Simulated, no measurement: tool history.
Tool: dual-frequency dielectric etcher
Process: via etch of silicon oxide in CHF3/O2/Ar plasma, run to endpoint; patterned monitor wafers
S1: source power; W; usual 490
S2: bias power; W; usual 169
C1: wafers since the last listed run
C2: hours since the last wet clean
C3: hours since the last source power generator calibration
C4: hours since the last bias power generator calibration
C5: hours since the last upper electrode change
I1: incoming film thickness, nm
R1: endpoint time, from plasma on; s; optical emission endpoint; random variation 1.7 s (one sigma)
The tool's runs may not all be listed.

| run | hour | S1 | S2 | C1 | C2 | C3 | C4 | C5 | I1 | R1 |
|---|---|---|---|---|---|---|---|---|---|---|
| 1 | 0 | 490 | 169 | 0 | 283.5 | 1605.2 | 2011.9 | 4063.9 | 759.5 | 404.6 |
| 2 | 96.5 | 490 | 169 | 533 | 380 | 1701.7 | 2108.4 | 4160.4 | 763 | 403.5 |
| 3 | 159.2 | 490 | 169 | 346 | 442.7 | 1764.4 | 2171.1 | 4223.1 | 757.2 | 398.4 |
| 4 | 197.8 | 490 | 169 | 213 | 481.3 | 1803 | 2209.7 | 4261.7 | 761.9 | 406.3 |
|  | 338.4 | wet clean of the chamber |
| 5 | 388.1 | 490 | 169 | 919 | 49.7 | 1993.3 | 2400 | 4452 | 762.4 | 404.3 |
| 6 | 464.8 | 490 | 169 | 424 | 126.4 | 2070 | 2476.7 | 4528.7 | 753.5 | 398.6 |
| 7 | 565.9 | 490 | 169 | 558 | 227.5 | 2171.1 | 2577.8 | 4629.8 | 761.3 | 407.7 |
|  | 688.9 | source power generator calibrated |
| 8 | 844.4 | 490 | 169 | 1517 | 506 | 155.5 | 2856.3 | 4908.3 | 761.4 | 413.6 |
|  | 907.3 | wet clean of the chamber |
| 9 | 921.5 | 490 | 169 | 293 | 14.2 | 232.6 | 2933.4 | 4985.4 | 762.1 | 408.2 |
| 10 | 1007.3 | 490 | 169 | 474 | 100 | 318.4 | 3019.2 | 5071.2 | 764.6 | 410.3 |
| 11 | 1043.7 | 490 | 169 | 201 | 136.4 | 354.8 | 3055.6 | 5107.6 | 758.6 | 407.5 |
| 12 | 1121.8 | 490 | 169 | 431 | 214.5 | 432.9 | 3133.7 | 5185.7 | 754.6 | 406.6 |
| 13 | 1389.9 | 490 | 169 | 1482 | 482.6 | 701 | 3401.8 | 5453.8 | 763.7 | 406.6 |
| 14 | 1435.3 | 490 | 169 | 250 | 528 | 746.4 | 3447.2 | 5499.2 | 760.1 | 404 |
|  | 1469.6 | bias power generator calibrated |
| 15 | 1474.8 | 490 | 169 | 196 | 567.5 | 785.9 | 5.2 | 5538.7 | 758.9 | 404.5 |
| 16 | 1513.7 | 490 | 152 | 215 | 606.4 | 824.8 | 44.1 | 5577.6 | 758.6 | 414.3 |
| 17 | 1570.5 | 450 | 185 | 314 | 663.2 | 881.6 | 100.9 | 5634.4 | 756 | 408.7 |
|  | 1603.2 | wet clean of the chamber |
| 18 | 1669.4 | 590 | 132 | 414 | 66.2 | 980.5 | 199.8 | 5733.3 | 761.1 | 396.4 |
| 19 | 1730.4 | 490 | 134 | 337 | 127.2 | 1041.5 | 260.8 | 5794.3 | 764.4 | 429 |
| 20 | 1792.5 | 440 | 143 | 343 | 189.3 | 1103.6 | 322.9 | 5856.4 | 764.1 | 438.8 |
| 21 | 1864.2 | 490 | 169 | 396 | 261 | 1175.3 | 394.6 | 5928.1 | 767.5 | 406.1 |
| 22 | 1925.3 | 490 | 184 | 337 | 322.1 | 1236.4 | 455.7 | 5989.2 | 766.2 | 403.2 |
|  | 2009.3 | upper electrode replaced |
| 23 | 2010.3 | 600 | 155 | 337 | 407.1 | 1321.4 | 540.7 | 1 | 760.8 | 379 |
| 24 | 2071.5 | 380 | 157 | 338 | 468.3 | 1382.6 | 601.9 | 62.2 | 758.9 | 453.2 |
| 25 | 2114.9 | 490 | 169 | 239 | 511.7 | 1426 | 645.3 | 105.6 | 760 | 406.2 |
|  | 2216.4 | wet clean of the chamber |
| 26 | 2216.9 | 490 | 184 | 431 | 0.5 | 1528 | 747.3 | 207.6 | 761.9 | 396.4 |
| 27 | 2296.9 | 490 | 189 | 442 | 80.5 | 1608 | 827.3 | 287.6 | 759.7 | 393.8 |
| 28 | 2340.6 | 450 | 188 | 241 | 124.2 | 1651.7 | 871 | 331.3 | 776.6 | 416.5 |
| 29 | 2402.1 | 420 | 200 | 339 | 185.7 | 1713.2 | 932.5 | 392.8 | 764.6 | 413 |
| 30 | 2447.4 | 490 | 169 | 250 | 231 | 1758.5 | 977.8 | 438.1 | 760.6 | 402.8 |
| 31 | 2537.7 | 410 | 183 | 499 | 321.3 | 1848.8 | 1068.1 | 528.4 | 766.4 | 431.7 |
| 32 | 2638.6 | 580 | 138 | 557 | 422.2 | 1949.7 | 1169 | 629.3 | 756.4 | 393.1 |
| 33 | 2687.6 | 420 | 190 | 270 | 471.2 | 1998.7 | 1218 | 678.3 | 763.3 | 418.7 |
|  | 2752 | wet clean of the chamber |
| 34 | 2752.5 | 520 | 199 | 226 | 0.5 | 2063.6 | 1282.9 | 743.2 | 760.5 | 381.6 |
| 35 | 2789.2 | 540 | 150 | 202 | 37.2 | 2100.3 | 1319.6 | 779.9 | 761.3 | 395.6 |
| 36 | 2861.4 | 490 | 169 | 399 | 109.4 | 2172.5 | 1391.8 | 852.1 | 764.6 | 406.2 |

3 ways to go on from here, each from the tool as it stands after run 36. What would each give?
| A | 2861.9 | 490 | 169 | 2 | 109.9 | 2173 | 1392.3 | 852.6 | 757.3 | ? |
| B | 2861.9 | 410 | 147 | 2 | 109.9 | 2173 | 1392.3 | 852.6 | 757.3 | ? |
| C | 2861.9 | 440 | 169 | 2 | 109.9 | 2173 | 1392.3 | 852.6 | 757.3 | ? |

| run | R1 |
|---|---|
| A | 402.7 |
| B | 445.4 |
| C | 419.9 |
Without the tool's hidden state the same runs would have given:
| run | R1 |
|---|---|
| A | 410.1 |
| B | 453.6 |
| C | 427.5 |
